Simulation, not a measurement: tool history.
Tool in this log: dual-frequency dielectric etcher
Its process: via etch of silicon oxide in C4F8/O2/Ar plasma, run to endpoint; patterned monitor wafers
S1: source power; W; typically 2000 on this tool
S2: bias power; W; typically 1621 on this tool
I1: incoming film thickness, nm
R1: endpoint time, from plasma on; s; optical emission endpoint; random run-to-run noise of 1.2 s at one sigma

Run 1, hour 0: usual settings; I1 1491.1. Result: R1 312.6 s.
Run 2, hour 17.2: usual settings; I1 1496. Result: R1 313.5 s.
Run 3, hour 23.9: usual settings; I1 1464.2. Result: R1 307.7 s.
Run 4, hour 31.3: usual settings; I1 1477.4. Result: R1 311 s.
Run 5, hour 37.9: usual settings; I1 1476.1. Result: R1 308.3 s.
Run 6, hour 44.8: usual settings; I1 1474.5. Result: R1 309.5 s.
Run 7, hour 56.1: usual settings; I1 1466.9. Result: R1 306.3 s.
Run 8, hour 67.1: usual settings; I1 1461.1. Result: R1 307.7 s.
At hour 95.6: upper electrode replaced.
At hour 98.6: wet clean of the chamber.
Run 9, hour 99.1: usual settings; I1 1479.8. Result: R1 310.9 s.
Run 10, hour 99.5: usual settings; I1 1482.4. Result: R1 308.1 s.
Run 11, hour 99.8: usual settings; I1 1481.8. Result: R1 311.9 s.
At hour 106.4: source power generator calibrated.
Run 12, hour 106.9: usual settings; I1 1483. Result: R1 310 s.
Run 13, hour 116.8: usual settings but S1 2240 W, S2 1320 W; I1 1475.4. Result: R1 322.7 s.
Run 14, hour 127.3: usual settings; I1 1483. Result: R1 310.9 s.
Run 15, hour 142.1: usual settings; I1 1470.6. Result: R1 309.2 s.
Run 16, hour 153.3: usual settings but S1 1580 W, S2 1443 W; I1 1491.6. Result: R1 354.6 s.
Run 17, hour 159.4: usual settings; I1 1479. Result: R1 309.2 s.
Run 18, hour 169.5: usual settings but S1 1870 W, S2 1395 W; I1 1484.9. Result: R1 339 s.
At hour 185.8: bias power generator calibrated.
Run 19, hour 186.6: usual settings but S1 1670 W, S2 1402 W; I1 1483.5. Result: R1 350.1 s.
Run 20, hour 202.1: usual settings; I1 1489.3. Result: R1 312.7 s.
Run 21, hour 217.9: usual settings; I1 1465.5. Result: R1 307.4 s.
Run 22, hour 227.2: usual settings; I1 1480.1. Result: R1 309 s.
Run 23, hour 239.2: usual settings but S2 1265 W; I1 1467.8. Result: R1 337.3 s.
Run 24, hour 249.5: usual settings; I1 1467.1. Result: R1 306.5 s.
Run 25, hour 262.2: usual settings but S1 2210 W; I1 1474.7. Result: R1 298.5 s.
Run 26, hour 277.5: usual settings but S2 1301 W; I1 1477.9. Result: R1 338 s.
Run 27, hour 287.3: usual settings but S1 1660 W, S2 1495 W; I1 1478.3. Result: R1 341.7 s.
Run 28, hour 295.7: usual settings but S1 2240 W, S2 1763 W; I1 1488.3. Result: R1 289.1 s.
Run 29, hour 310.1: usual settings but S1 2350 W, S2 1791 W; I1 1486.8. Result: R1 284.3 s.

3 ways to go on from here, each from the tool as it stands after run 29. What would each give?
Run A, hour 310.6: usual settings but S1 1660 W; I1 1485.5. Result: R1 ?.
Run B, hour 310.6: usual settings but S1 1640 W, S2 1456 W; I1 1485.5. Result: R1 ?.
Run C, hour 310.6: usual settings but S1 2360 W, S2 1246 W; I1 1485.5. Result: R1 ?.

run     R1
  A  330.3
  B  346.4
  C  326.1
Without the tool's unlogged condition, the same runs would have read:
run     R1
  A  330.3
  B  346.4
  C  326.1
